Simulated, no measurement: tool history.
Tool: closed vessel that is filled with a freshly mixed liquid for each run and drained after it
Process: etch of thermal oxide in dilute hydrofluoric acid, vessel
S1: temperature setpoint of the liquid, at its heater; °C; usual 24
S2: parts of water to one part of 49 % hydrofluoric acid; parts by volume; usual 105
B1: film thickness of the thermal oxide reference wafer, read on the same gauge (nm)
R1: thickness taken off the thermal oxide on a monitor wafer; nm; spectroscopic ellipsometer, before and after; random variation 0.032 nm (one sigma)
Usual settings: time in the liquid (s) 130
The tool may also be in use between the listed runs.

{"run": 1, "day": 0.0, "S1": 24, "S2": 105, "time in the liquid (s)": 85, "B1": 120.01, "R1": 3.4}
{"run": 2, "day": 1.012, "S1": 24, "S2": 115, "time in the liquid (s)": 130, "B1": 119.99, "R1": 4.61}
{"run": 3, "day": 1.692, "S1": 24, "S2": 115, "time in the liquid (s)": 130, "B1": 119.99, "R1": 4.7}
{"run": 4, "day": 3.088, "S1": 24, "S2": 115, "time in the liquid (s)": 130, "B1": 120, "R1": 4.65}
{"run": 5, "day": 3.958, "S1": 24, "S2": 105, "time in the liquid (s)": 130, "B1": 119.98, "R1": 5.16}
{"run": 6, "day": 5.192, "S1": 24, "S2": 105, "time in the liquid (s)": 130, "B1": 120.01, "R1": 5.12}
{"run": 7, "day": 5.708, "S1": 24, "S2": 105, "time in the liquid (s)": 130, "B1": 119.95, "R1": 5.18}
{"run": 8, "day": 7.05, "S1": 24, "S2": 105, "time in the liquid (s)": 130, "B1": 119.99, "R1": 5.1}
{"run": 9, "day": 10.933, "S1": 24, "S2": 105, "time in the liquid (s)": 130, "B1": 119.96, "R1": 5.09}
{"run": 10, "day": 13.862, "S1": 24, "S2": 105, "time in the liquid (s)": 130, "B1": 119.98, "R1": 5.11}
{"run": 11, "day": 14.542, "S1": 26.5, "S2": 105, "time in the liquid (s)": 170, "B1": 120, "R1": 7.31}
{"run": 12, "day": 15.904, "S1": 26.5, "S2": 105, "time in the liquid (s)": 170, "B1": 119.96, "R1": 7.31}
{"run": 13, "day": 16.667, "S1": 27.5, "S2": 105, "time in the liquid (s)": 130, "B1": 119.99, "R1": 5.81}
{"run": 14, "day": 17.392, "S1": 24, "S2": 105, "time in the liquid (s)": 165, "B1": 119.98, "R1": 6.39}
{"day": 18.075, "done": "gauge calibrated"}
{"run": 15, "day": 18.738, "S1": 24, "S2": 105, "time in the liquid (s)": 165, "B1": 119.96, "R1": 6.4}
{"run": 16, "day": 19.562, "S1": 24, "S2": 105, "time in the liquid (s)": 165, "B1": 119.98, "R1": 6.42}
{"day": 20.138, "done": "thermometer replaced"}
{"run": 17, "day": 20.983, "S1": 24, "S2": 105, "time in the liquid (s)": 175, "B1": 119.97, "R1": 6.77}
{"run": 18, "day": 21.6, "S1": 24, "S2": 105, "time in the liquid (s)": 130, "B1": 119.98, "R1": 5.03}
{"run": 19, "day": 22.254, "S1": 24, "S2": 120, "time in the liquid (s)": 60, "B1": 120.03, "R1": 1.99}
{"run": 20, "day": 23.088, "S1": 24, "S2": 105, "time in the liquid (s)": 105, "B1": 120.02, "R1": 4.07}
{"run": 21, "day": 23.6, "S1": 24, "S2": 105, "time in the liquid (s)": 130, "B1": 120.04, "R1": 4.97}
{"run": 22, "day": 24.833, "S1": 19.5, "S2": 70, "time in the liquid (s)": 110, "B1": 119.98, "R1": 5.53}
{"run": 23, "day": 26.079, "S1": 26, "S2": 150, "time in the liquid (s)": 170, "B1": 120.04, "R1": 4.6}
{"run": 24, "day": 27.579, "S1": 24, "S2": 105, "time in the liquid (s)": 130, "B1": 120.01, "R1": 4.94}
{"day": 28.121, "done": "hydrofluoric acid flow meter replaced"}
{"run": 25, "day": 28.279, "S1": 19.5, "S2": 105, "time in the liquid (s)": 175, "B1": 120.01, "R1": 5.92}
{"run": 26, "day": 29.708, "S1": 21, "S2": 120, "time in the liquid (s)": 160, "B1": 120, "R1": 4.98}
{"run": 27, "day": 31.058, "S1": 24, "S2": 105, "time in the liquid (s)": 130, "B1": 119.97, "R1": 5.28}
{"run": 28, "day": 32.467, "S1": 28, "S2": 105, "time in the liquid (s)": 130, "B1": 120, "R1": 6.12}
{"run": 29, "day": 33.842, "S1": 19, "S2": 105, "time in the liquid (s)": 130, "B1": 120.02, "R1": 4.26}
{"run": 30, "day": 35.15, "S1": 24, "S2": 85, "time in the liquid (s)": 130, "B1": 119.98, "R1": 6.65}
{"run": 31, "day": 36.425, "S1": 24, "S2": 105, "time in the liquid (s)": 130, "B1": 120.01, "R1": 5.18}
{"run": 32, "day": 37.075, "S1": 27, "S2": 135, "time in the liquid (s)": 130, "B1": 120.01, "R1": 4.4}
{"run": 33, "day": 37.929, "S1": 22.5, "S2": 145, "time in the liquid (s)": 205, "B1": 120, "R1": 5.3}
{"run": 34, "day": 38.929, "S1": 24, "S2": 70, "time in the liquid (s)": 205, "B1": 120.01, "R1": 12.81}
{"run": 35, "day": 39.767, "S1": 22.5, "S2": 120, "time in the liquid (s)": 110, "B1": 119.99, "R1": 3.52}

Forecast each of these 3 alternatives for the next run:
{"run": "A", "day": 39.796, "S1": 24, "S2": 105, "time in the liquid (s)": 130, "B1": "?", "R1": "?"}
{"run": "B", "day": 39.796, "S1": 21, "S2": 105, "time in the liquid (s)": 180, "B1": "?", "R1": "?"}
{"run": "C", "day": 39.796, "S1": 20, "S2": 155, "time in the liquid (s)": 85, "B1": "?", "R1": "?"}

run=A B1=119.97 R1=5.21
run=B B1=119.97 R1=6.4
run=C B1=119.97 R1=1.86
Without the tool's hidden state the same runs would have given:
run=A R1=5.32
run=B R1=6.53
run=C R1=1.9

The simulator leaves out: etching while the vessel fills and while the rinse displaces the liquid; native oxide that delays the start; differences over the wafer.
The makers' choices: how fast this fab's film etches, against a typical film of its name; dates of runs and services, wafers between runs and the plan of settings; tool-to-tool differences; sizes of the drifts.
